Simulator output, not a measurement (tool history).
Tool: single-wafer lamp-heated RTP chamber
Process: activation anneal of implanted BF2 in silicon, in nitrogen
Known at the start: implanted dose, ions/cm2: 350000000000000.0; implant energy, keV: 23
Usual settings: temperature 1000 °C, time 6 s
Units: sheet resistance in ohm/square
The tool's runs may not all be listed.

| run | day | temperature | time | read-back reference wafer on the same gauge, sheet resistance | sheet resistance |
|---|---|---|---|---|---|
| 1 | 0.000 | 1000 | 4 | 388.94 | 327.53 |
| 2 | 0.504 | 1000 | 4 | 388.90 | 327.42 |
| 3 | 2.438 | 1000 | 6 | 388.92 | 324.71 |
| 4 | 3.088 | 1000 | 6 | 388.97 | 325.35 |
| 5 | 4.688 | 1000 | 6 | 389.12 | 324.80 |
|  | 5.142 | pyrometer window cleaned and pyrometer calibrated |
| 6 | 5.258 | 1000 | 6 | 389.01 | 326.29 |
|  | 6.271 | reflector plate cleaned |
| 7 | 6.458 | 1000 | 8 | 389.04 | 325.44 |
| 8 | 7.017 | 1000 | 8 | 389.02 | 324.93 |
| 9 | 8.808 | 1000 | 8 | 388.86 | 324.15 |
|  | 9.296 | gauge calibrated |
|  | 9.838 | pyrometer window cleaned and pyrometer calibrated |
| 10 | 10.171 | 1000 | 6 | 388.96 | 325.66 |
| 11 | 10.808 | 1000 | 6 | 388.94 | 325.76 |
| 12 | 11.379 | 1000 | 6 | 388.94 | 325.85 |
| 13 | 13.288 | 1000 | 7 | 388.98 | 324.89 |
| 14 | 13.738 | 1000 | 7 | 389.06 | 324.55 |
| 15 | 14.450 | 1000 | 7 | 389.10 | 324.77 |
| 16 | 14.838 | 1000 | 6 | 389.10 | 324.91 |
|  | 15.688 | reflector plate cleaned |
|  | 15.708 | pyrometer window cleaned and pyrometer calibrated |
| 17 | 15.729 | 1000 | 6 | 389.03 | 326.45 |
| 18 | 15.908 | 1000 | 6 | 389.02 | 325.72 |
| 19 | 16.262 | 972 | 8 | 388.96 | 338.53 |
| 20 | 16.546 | 977 | 5 | 389.00 | 335.61 |
| 21 | 17.275 | 1012 | 3 | 389.04 | 325.27 |
| 22 | 17.883 | 1021 | 4 | 389.10 | 325.24 |
| 23 | 18.529 | 1021 | 4 | 388.99 | 324.65 |
| 24 | 18.796 | 985 | 7 | 388.91 | 328.21 |
| 25 | 19.262 | 977 | 8 | 388.88 | 330.90 |
| 26 | 19.950 | 981 | 4 | 388.97 | 330.04 |
| 27 | 20.462 | 982 | 8 | 388.93 | 327.55 |
|  | 21.267 | pyrometer window cleaned and pyrometer calibrated |
| 28 | 21.288 | 1000 | 9 | 388.98 | 325.04 |
| 29 | 21.800 | 1022 | 3 | 389.00 | 326.34 |
| 30 | 22.412 | 1018 | 7 | 388.96 | 324.26 |
| 31 | 23.150 | 1000 | 6 | 389.13 | 325.97 |
|  | 24.204 | reflector plate cleaned |
| 32 | 24.225 | 1021 | 4 | 389.11 | 325.00 |
| 33 | 24.533 | 1008 | 8 | 389.08 | 322.97 |
| 34 | 25.025 | 980 | 4 | 389.09 | 331.25 |
| 35 | 25.604 | 1000 | 6 | 389.02 | 325.35 |
|  | 26.529 | pyrometer window cleaned and pyrometer calibrated |
| 36 | 26.550 | 1016 | 9 | 388.97 | 322.84 |
| 37 | 26.562 | 1022 | 6 | 389.03 | 324.20 |

3 ways to go on from here, each from the tool as it stands after run 37. What would each give?
| A | 26.579 | 987 | 6 | ? | ? |
| B | 26.579 | 986 | 6 | ? | ? |
| C | 26.579 | 975 | 9 | ? | ? |

| run | read-back reference wafer on the same gauge, sheet resistance | sheet resistance |
|---|---|---|
| A | 389.05 | 330.20 |
| B | 389.05 | 330.70 |
| C | 389.05 | 336.23 |
Without the tool's hidden state the same runs would have given:
| run | sheet resistance |
|---|---|
| A | 330.44 |
| B | 330.96 |
| C | 336.66 |
